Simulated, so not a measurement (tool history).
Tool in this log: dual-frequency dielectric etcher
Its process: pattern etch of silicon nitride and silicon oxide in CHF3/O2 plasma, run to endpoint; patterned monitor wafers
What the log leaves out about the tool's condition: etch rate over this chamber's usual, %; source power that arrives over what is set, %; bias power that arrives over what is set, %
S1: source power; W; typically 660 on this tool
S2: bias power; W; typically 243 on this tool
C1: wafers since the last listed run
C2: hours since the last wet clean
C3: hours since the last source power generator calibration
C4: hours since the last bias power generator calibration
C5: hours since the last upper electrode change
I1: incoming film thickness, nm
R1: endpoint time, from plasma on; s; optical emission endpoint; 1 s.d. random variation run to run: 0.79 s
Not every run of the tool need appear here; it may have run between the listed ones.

run 1 hour=0 | S1=580 S2=243 | C1=0 C2=314.5 C3=2000.5 C4=2293.4 C5=4738.8 | I1=313.8 | R1=184.6
run 2 hour=10.5 | S1=620 S2=243 | C1=86 C2=325 C3=2011 C4=2303.9 C5=4749.3 | I1=312 | R1=181
run 3 hour=23.1 | S1=660 S2=205 | C1=104 C2=337.6 C3=2023.6 C4=2316.5 C5=4761.9 | I1=311.9 | R1=189.4
run 4 hour=33.6 | S1=660 S2=205 | C1=86 C2=348.1 C3=2034.1 C4=2327 C5=4772.4 | I1=314 | R1=190.5
run 5 hour=43.9 | S1=720 S2=289 | C1=85 C2=358.4 C3=2044.4 C4=2337.3 C5=4782.7 | I1=311.9 | R1=162.3
run 6 hour=52.5 | S1=720 S2=289 | C1=71 C2=367 C3=2053 C4=2345.9 C5=4791.3 | I1=311.7 | R1=162.5
run 7 hour=76 | S1=660 S2=243 | C1=194 C2=390.5 C3=2076.5 C4=2369.4 C5=4814.8 | I1=312.2 | R1=179.1
run 8 hour=82.5 | S1=660 S2=243 | C1=53 C2=397 C3=2083 C4=2375.9 C5=4821.3 | I1=312.9 | R1=180.1
run 9 hour=91.3 | S1=660 S2=243 | C1=72 C2=405.8 C3=2091.8 C4=2384.7 C5=4830.1 | I1=313.6 | R1=179.8
run 10 hour=105.9 | S1=620 S2=279 | C1=120 C2=420.4 C3=2106.4 C4=2399.3 C5=4844.7 | I1=313.9 | R1=173.4
run 11 hour=120.7 | S1=620 S2=279 | C1=122 C2=435.2 C3=2121.2 C4=2414.1 C5=4859.5 | I1=311 | R1=173.5
run 12 hour=128.1 | S1=570 S2=243 | C1=61 C2=442.6 C3=2128.6 C4=2421.5 C5=4866.9 | I1=308.1 | R1=184.3
-- hour=163.2 wet clean of the chamber
run 13 hour=163.7 | S1=570 S2=243 | C1=95 C2=0.5 C3=2164.2 C4=2457.1 C5=4902.5 | I1=314.3 | R1=179.8
run 14 hour=164 | S1=570 S2=243 | C1=2 C2=0.8 C3=2164.5 C4=2457.4 C5=4902.8 | I1=313.2 | R1=180.1
run 15 hour=164.4 | S1=610 S2=243 | C1=3 C2=1.2 C3=2164.9 C4=2457.8 C5=4903.2 | I1=311.9 | R1=174.8
run 16 hour=176.2 | S1=610 S2=243 | C1=97 C2=13 C3=2176.7 C4=2469.6 C5=4915 | I1=311.1 | R1=176.7
run 17 hour=183.1 | S1=570 S2=243 | C1=57 C2=19.9 C3=2183.6 C4=2476.5 C5=4921.9 | I1=313.4 | R1=179.7
-- hour=187.7 bias power generator calibrated
run 18 hour=196.6 | S1=620 S2=279 | C1=78 C2=33.4 C3=2197.1 C4=8.9 C5=4935.4 | I1=311.8 | R1=167
run 19 hour=212.8 | S1=660 S2=243 | C1=134 C2=49.6 C3=2213.3 C4=25.1 C5=4951.6 | I1=312.9 | R1=172.1
run 20 hour=219.2 | S1=730 S2=258 | C1=52 C2=56 C3=2219.7 C4=31.5 C5=4958 | I1=315.8 | R1=166
-- hour=246.6 upper electrode replaced, of another model than before
run 21 hour=247.1 | S1=750 S2=264 | C1=32 C2=83.9 C3=2247.6 C4=59.4 C5=0.5 | I1=311.1 | R1=158.3
run 22 hour=247.5 | S1=660 S2=243 | C1=3 C2=84.3 C3=2248 C4=59.8 C5=0.9 | I1=309.3 | R1=171.1
run 23 hour=249.2 | S1=730 S2=198 | C1=14 C2=86 C3=2249.7 C4=61.5 C5=2.6 | I1=310 | R1=170.5
-- hour=268.1 source power generator calibrated
run 24 hour=268.6 | S1=570 S2=281 | C1=127 C2=105.4 C3=0.5 C4=80.9 C5=22 | I1=309.3 | R1=180
run 25 hour=277.4 | S1=540 S2=218 | C1=72 C2=114.2 C3=9.3 C4=89.7 C5=30.8 | I1=315.8 | R1=202.5
run 26 hour=292.8 | S1=560 S2=287 | C1=127 C2=129.6 C3=24.7 C4=105.1 C5=46.2 | I1=313.6 | R1=183.3
run 27 hour=307.9 | S1=590 S2=272 | C1=124 C2=144.7 C3=39.8 C4=120.2 C5=61.3 | I1=312.2 | R1=179.9
run 28 hour=316.3 | S1=660 S2=243 | C1=69 C2=153.1 C3=48.2 C4=128.6 C5=69.7 | I1=313.7 | R1=174.4
run 29 hour=328.6 | S1=610 S2=197 | C1=101 C2=165.4 C3=60.5 C4=140.9 C5=82 | I1=313.8 | R1=191.1
run 30 hour=340.8 | S1=500 S2=303 | C1=100 C2=177.6 C3=72.7 C4=153.1 C5=94.2 | I1=311.9 | R1=193.4
run 31 hour=350 | S1=790 S2=267 | C1=76 C2=186.8 C3=81.9 C4=162.3 C5=103.4 | I1=315.7 | R1=156.4
run 32 hour=356.7 | S1=660 S2=243 | C1=55 C2=193.5 C3=88.6 C4=169 C5=110.1 | I1=314.5 | R1=175.6
run 33 hour=366.8 | S1=660 S2=275 | C1=83 C2=203.6 C3=98.7 C4=179.1 C5=120.2 | I1=316.5 | R1=172.6
run 34 hour=380.1 | S1=580 S2=193 | C1=110 C2=216.9 C3=112 C4=192.4 C5=133.5 | I1=313 | R1=198.8
run 35 hour=389.2 | S1=520 S2=193 | C1=75 C2=226 C3=121.1 C4=201.5 C5=142.6 | I1=311.6 | R1=210.5
run 36 hour=400.4 | S1=760 S2=271 | C1=92 C2=237.2 C3=132.3 C4=212.7 C5=153.8 | I1=313.6 | R1=161.3

A few steps of R1 between consecutive runs. Split each: what settings, incoming material and random variation would produce without the hidden state, and what is left over for the hidden state, along with gauge scatter present in only one of the two compared results (measured, and without hidden state):
Run 4 -> 5: S1 660 -> 720, S2 205 -> 289. R1 -28.2 s: hidden state -0.7, all else -27.5.
Run 6 -> 7: S1 720 -> 660, S2 289 -> 243. R1 +16.6 s: hidden state +0.9, all else +15.7.
Run 12 -> 13: wet clean of the chamber. R1 -4.5 s: hidden state -7.9, all else +3.4.
Run 30 -> 31: S1 500 -> 790, S2 303 -> 267. R1 -37 s: hidden state -0.3, all else -36.7.
Run 35 -> 36: S1 520 -> 760, S2 193 -> 271. R1 -49.2 s: hidden state -0.7, all else -48.5.

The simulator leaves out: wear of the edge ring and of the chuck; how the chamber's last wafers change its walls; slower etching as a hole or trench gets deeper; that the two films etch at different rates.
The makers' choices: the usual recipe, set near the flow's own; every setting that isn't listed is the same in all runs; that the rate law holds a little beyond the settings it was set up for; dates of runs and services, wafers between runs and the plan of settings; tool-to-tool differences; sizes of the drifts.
